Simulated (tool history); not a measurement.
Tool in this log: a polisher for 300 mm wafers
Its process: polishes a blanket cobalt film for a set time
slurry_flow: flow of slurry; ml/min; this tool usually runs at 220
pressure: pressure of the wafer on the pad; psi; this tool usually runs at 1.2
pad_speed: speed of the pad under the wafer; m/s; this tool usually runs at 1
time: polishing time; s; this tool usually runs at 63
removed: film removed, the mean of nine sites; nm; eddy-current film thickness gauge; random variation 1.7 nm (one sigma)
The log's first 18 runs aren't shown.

run	hour	slurry_flow	pressure	pad_speed	time	wafers since the last listed run	wafers polished on this pad	hours since the slurry nozzle was cleaned	hours since the head pressure was calibrated	incoming thickness of the incoming film, nm	removed
19	1001.2	160	0.9	1.2	41	237	1534	210.6	441.4	1482.7	86.9
20	1033.4	220	1.2	1.16	74	195	1730	242.8	473.6	1480.6	210.5
21	1103.5	220	1.3	1	73	426	2156	312.9	543.7	1473.1	188.7
22	1133.4	220	1.2	1	63	181	2338	342.8	573.6	1499.7	148.7
23	1189.1	185	1.5	1	79	338	2677	398.5	629.3	1455.4	227.7
# hour 1204.6: worn pad replaced by a new one
24	1214	160	1.2	1	45	127	57	423.4	654.2	1481.6	106.9
25	1243.3	255	1.2	1	63	178	235	452.7	683.5	1470	156.7
26	1282.4	260	1.2	1	82	237	472	491.8	722.6	1451.9	202
# hour 1307.7: slurry nozzle cleaned
27	1348.9	220	1	1	63	398	871	41.2	789.1	1488.7	130.2
28	1400.6	220	1.2	1	63	314	1185	92.9	840.8	1487.5	154.2
29	1448.3	285	1.2	1	71	290	1475	140.6	888.5	1490.2	176.3
30	1532.9	270	1.2	1.24	63	514	1989	225.2	973.1	1476.1	191.3
31	1602.7	200	1	1	63	424	2414	295	1042.9	1506	119.8
32	1632.3	285	1.5	1	54	179	2594	324.6	1072.5	1456.5	159.7
33	1682.9	220	1.2	1	63	307	2901	375.2	1123.1	1460.8	145
# hour 1716.9: worn pad replaced by a new one
34	1730	290	1.2	1	63	262	79	422.3	1170.2	1489.6	159.5
35	1780.3	220	1.2	0.74	48	305	385	472.6	1220.5	1481.3	87.8
36	1822	220	1.2	0.78	49	253	639	514.3	1262.2	1495.5	90.7
# hour 1833.9: slurry nozzle cleaned
37	1868.4	220	0.9	1.22	63	276	915	34.5	1308.6	1504.5	144.2

4 options for the next run, each taken on its own from the tool as it stands now. Forecast them:
A	1868.8	155	1.2	1	63	2	917	34.9	1309	1498	?
B	1868.8	220	1.2	1	49	2	917	34.9	1309	1498	?
C	1868.8	220	1	1.3	56	2	917	34.9	1309	1498	?
D	1868.8	220	1.2	1	55	2	917	34.9	1309	1498	?

run	removed
A	152
B	122.4
C	150.4
D	137.4
Stripped of hidden state, with their random variation kept, the same runs would have yielded:
run	removed
A	157.2
B	126.6
C	155.5
D	142.1
